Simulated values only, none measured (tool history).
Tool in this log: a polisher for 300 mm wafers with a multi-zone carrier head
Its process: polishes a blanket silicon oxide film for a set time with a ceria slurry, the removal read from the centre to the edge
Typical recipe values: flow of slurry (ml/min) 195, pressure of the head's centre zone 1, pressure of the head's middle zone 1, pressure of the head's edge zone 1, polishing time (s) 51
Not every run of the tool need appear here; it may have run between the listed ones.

run,hour,flow of slurry (ml/min),pressure of the head's centre zone,pressure of the head's middle zone,pressure of the head's edge zone,polishing time (s),wafers since the last listed run,wafers polished on this pad,hours since the slurry nozzle was cleaned,hours since the centre zone pressure was calibrated,hours since the edge zone pressure was calibrated,hours since the carrier head's membrane was replaced,"incoming thickness of the incoming film, nm",film removed at the wafer's centre (Å),film removed at mid-radius (Å),film removed at the wafer's edge (Å)
1,0,195,1,1,1,51,0,1247,407.2,77.7,1203.2,21.3,1519.8,2309,2287,2325
# hour 13.8: worn pad replaced by a new one
2,14.3,130,1.1,1,1,67,119,6,421.5,92,1217.5,35.6,1519.2,3133,2943,3110
3,23.7,195,1,1,1,51,108,115,430.9,101.4,1226.9,45,1529.3,2373,2390,2405
4,33.9,195,1,1,1,51,118,233,441.1,111.6,1237.1,55.2,1538.9,2389,2397,2422
5,47.8,195,1,1,1,51,161,394,455,125.5,1251,69.1,1515.7,2329,2350,2409
# hour 53.7: edge zone pressure recalibrated
6,55.4,195,1.06,0.9,1.08,38,64,459,462.6,133.1,1.7,76.7,1514.7,1862,1610,1772
# hour 68.5: slurry nozzle cleaned
7,73.1,195,1,1,1,51,193,653,4.6,150.8,19.4,94.4,1540.8,2334,2334,2295
8,83.3,250,0.96,0.91,1,57,118,771,14.8,161,29.6,104.6,1535,2578,2463,2660
9,99.1,195,0.9,1,1.06,51,183,954,30.6,176.8,45.4,120.4,1550.3,2033,2299,2357
10,114.8,195,1,1,1,51,181,1136,46.3,192.5,61.1,136.1,1537.6,2217,2270,2310
# hour 149.4: worn pad replaced by a new one
11,165.9,195,1.05,0.91,1,51,545,190,97.4,243.6,112.2,187.2,1554.8,2496,2194,2412
12,177,195,1.05,1,1.09,51,128,319,108.5,254.7,123.3,198.3,1547.1,2436,2338,2511
13,190,125,0.89,1,1,51,150,470,121.5,267.7,136.3,211.3,1561.4,1886,2165,2237
14,208.3,175,1,0.93,1,51,212,682,139.8,286,154.6,229.6,1554.4,2247,2169,2283
15,215.2,195,1,1,1,51,79,762,146.7,292.9,161.5,236.5,1537.6,2313,2290,2342
16,231.1,195,1,1,1,51,184,946,162.6,308.8,177.4,252.4,1528.6,2313,2277,2344
17,244.2,195,1,1,0.94,61,151,1098,175.7,321.9,190.5,265.5,1554.7,2734,2744,2675
18,255.3,195,1,1,0.95,51,128,1227,186.8,333,201.6,276.6,1522.3,2260,2276,2283
# hour 265.6: worn pad replaced by a new one
19,270.8,195,1.1,0.97,0.92,51,133,60,202.3,348.5,217.1,292.1,1569.9,2641,2333,2329
20,277.4,150,1,0.94,1,51,76,137,208.9,355.1,223.7,298.7,1545.9,2240,2146,2342
21,293.2,195,1,1,1,51,183,320,224.7,370.9,239.5,314.5,1525.2,2383,2375,2345
22,309.7,195,0.95,1,0.95,51,191,511,241.2,387.4,256,331,1547.8,2203,2343,2347
23,320,195,1,1,1,51,119,630,251.5,397.7,266.3,341.3,1545.3,2290,2362,2342

3 ways to go on from here, each from the tool as it stands after run 23. What would each give?
A,320.4,195,1,1,1.03,51,4,635,251.9,398.1,266.7,341.7,1548.6,?,?,?
B,320.4,195,1,1,0.89,62,4,635,251.9,398.1,266.7,341.7,1548.6,?,?,?
C,320.4,195,1.08,1,0.89,51,4,635,251.9,398.1,266.7,341.7,1548.6,?,?,?

run,film removed at the wafer's centre (Å),film removed at mid-radius (Å),film removed at the wafer's edge (Å)
A,2389,2286,2364
B,2904,2780,2682
C,2581,2286,2206
Without the tool's hidden state the same runs would have given:
run,film removed at the wafer's centre (Å),film removed at mid-radius (Å),film removed at the wafer's edge (Å)
A,2527,2419,2501
B,3072,2941,2837
C,2731,2418,2334
